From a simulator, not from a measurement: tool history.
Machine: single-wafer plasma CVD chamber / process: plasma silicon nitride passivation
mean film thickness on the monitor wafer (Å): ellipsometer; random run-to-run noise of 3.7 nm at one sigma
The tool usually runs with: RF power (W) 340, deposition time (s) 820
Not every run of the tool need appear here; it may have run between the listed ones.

run     day  RF power (W)  deposition time (s)  wafers since the last listed run  hours since the last RF generator calibration  hours since the showerhead was replaced  hours since the gauge calibration  read-back reference wafer on the same gauge, thickness_nm  mean film thickness on the monitor wafer (Å)
  1   0.000           380                  911                                 0                                         2403.6                                   2577.1                              405.7                                                   1139.605                                      14423.50
  2   0.692           380                  911                                24                                         2420.2                                   2593.7                              422.3                                                   1139.435                                      14446.08
  3   2.112           380                  911                                50                                         2454.3                                   2627.8                              456.4                                                   1139.007                                      14439.87
  4   2.950           340                  820                                29                                         2474.4                                   2647.9                              476.5                                                   1141.334                                      12388.99
  5   5.688           305                  893                                97                                         2540.1                                   2713.6                              542.2                                                   1141.035                                      12842.66
  6   6.954           305                  893                                45                                         2570.5                                   2744.0                              572.6                                                   1139.599                                      12869.41
  7  10.150           305                  893                               113                                         2647.2                                   2820.7                              649.3                                                   1140.404                                      12846.12
  8  11.004           340                  726                                30                                         2667.7                                   2841.2                              669.8                                                   1139.125                                      10906.69
  9  12.312           315                  820                                46                                         2699.1                                   2872.6                              701.2                                                   1139.073                                      11939.24
 10  13.054           315                  820                                26                                         2716.9                                   2890.4                              719.0                                                   1141.978                                      11933.05
 11  13.996           315                  820                                33                                         2739.5                                   2913.0                              741.6                                                   1139.715                                      11993.10
 12  14.858           400                  778                                30                                         2760.2                                   2933.7                              762.3                                                   1140.477                                      12586.39
     15.871  -- gauge calibrated
 13  16.133           340                  820                                45                                         2790.8                                   2964.3                                6.3                                                   1140.650                                      12340.28
 14  17.300           305                  743                                41                                         2818.8                                   2992.3                               34.3                                                   1139.911                                      10702.35
     18.629  -- showerhead replaced
 15  18.654           340                  820                                36                                         2851.3                                      0.6                               66.8                                                   1138.499                                      12387.87
 16  19.521           340                  695                                30                                         2872.1                                     21.4                               87.6                                                   1140.090                                      10519.66
 17  20.288           340                  820                                27                                         2890.5                                     39.8                              106.0                                                   1140.227                                      12360.09
 18  21.217           275                  705                                33                                         2912.8                                     62.1                              128.3                                                   1141.353                                       9604.58
     22.546  -- RF generator calibrated
 19  22.567           340                  820                                36                                            0.5                                     94.5                              160.7                                                   1140.519                                      12396.59
 20  24.742           315                  691                                77                                           52.7                                    146.7                              212.9                                                   1140.621                                      10086.14
 21  25.408           375                  917                                23                                           68.7                                    162.7                              228.9                                                   1138.540                                      14458.95
 22  26.112           340                  682                                25                                           85.6                                    179.6                              245.8                                                   1140.232                                      10300.69
 23  28.804           380                  762                                95                                          150.2                                    244.2                              310.4                                                   1139.068                                      12041.17

Below are 4 alternative next runs, each starting from the tool's condition after run 23. Predict each:
  A  28.829           340                  820                                 0                                          150.8                                    244.8                              311.0                                                          ?                                             ?
  B  28.829           365                  820                                 0                                          150.8                                    244.8                              311.0                                                          ?                                             ?
  C  28.829           380                  820                                 0                                          150.8                                    244.8                              311.0                                                          ?                                             ?
  D  28.829           285                  677                                 0                                          150.8                                    244.8                              311.0                                                          ?                                             ?

run  read-back reference wafer on the same gauge, thickness_nm  mean film thickness on the monitor wafer (Å)
  A                                                   1139.429                                      12367.06
  B                                                   1139.429                                      12755.48
  C                                                   1139.429                                      12975.89
  D                                                   1139.429                                       9407.55
Take away the tool's hidden state, keep each run's random variation, and the runs would have read:
run  mean film thickness on the monitor wafer (Å)
  A                                      12367.06
  B                                      12755.48
  C                                      12975.89
  D                                       9407.55

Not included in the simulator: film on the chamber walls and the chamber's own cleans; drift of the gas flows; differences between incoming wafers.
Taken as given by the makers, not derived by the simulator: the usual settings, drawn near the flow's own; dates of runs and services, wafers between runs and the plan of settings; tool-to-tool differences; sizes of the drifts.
